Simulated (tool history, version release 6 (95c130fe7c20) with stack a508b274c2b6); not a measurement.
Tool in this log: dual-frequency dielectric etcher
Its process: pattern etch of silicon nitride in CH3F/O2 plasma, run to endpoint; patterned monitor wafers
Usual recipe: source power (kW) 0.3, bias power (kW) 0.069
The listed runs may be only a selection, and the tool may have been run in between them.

run,hour,source power (kW),bias power (kW),"incoming incoming film thickness, nm",endpoint time (s)
1,0,0.3,0.069,72.9,97.7
2,88.8,0.3,0.069,72.6,96.6
# hour 133.9: wet clean of the chamber
3,174.4,0.3,0.069,72.2,107.4
4,259.1,0.3,0.08,72.7,102.8
5,342.1,0.3,0.08,72,101.7
6,445.9,0.3,0.08,72.7,101.2
7,524.6,0.3,0.069,72.1,103.7
# hour 598.6: bias power generator calibrated
8,625.7,0.3,0.069,72.4,105
# hour 665.8: wet clean of the chamber, repeated, since the last time left the tool worse
9,699.7,0.3,0.069,73.2,101.6
10,770.6,0.3,0.069,71.9,99.3
# hour 780: source power generator calibrated
11,815.7,0.3,0.069,72.9,101.1
12,856,0.28,0.061,72.2,104.2
13,1068.5,0.35,0.055,72.6,99.3
14,1165.2,0.3,0.056,71.4,101
15,1253,0.34,0.076,72.5,93.3
# hour 1306.5: wet clean of the chamber
16,1352.9,0.26,0.069,73.3,106.8
17,1404.4,0.24,0.074,72.9,104.3
18,1449.9,0.37,0.074,73.1,93.3
19,1506.9,0.32,0.054,72.7,103.4

The next listed run, before its measurement:
20,1593,0.3,0.069,72.4,?

{"run 20": {"endpoint time (s)": 97.8}}
The same run, on a tool lacking any hidden state, would have yielded endpoint time (s) 99.1.
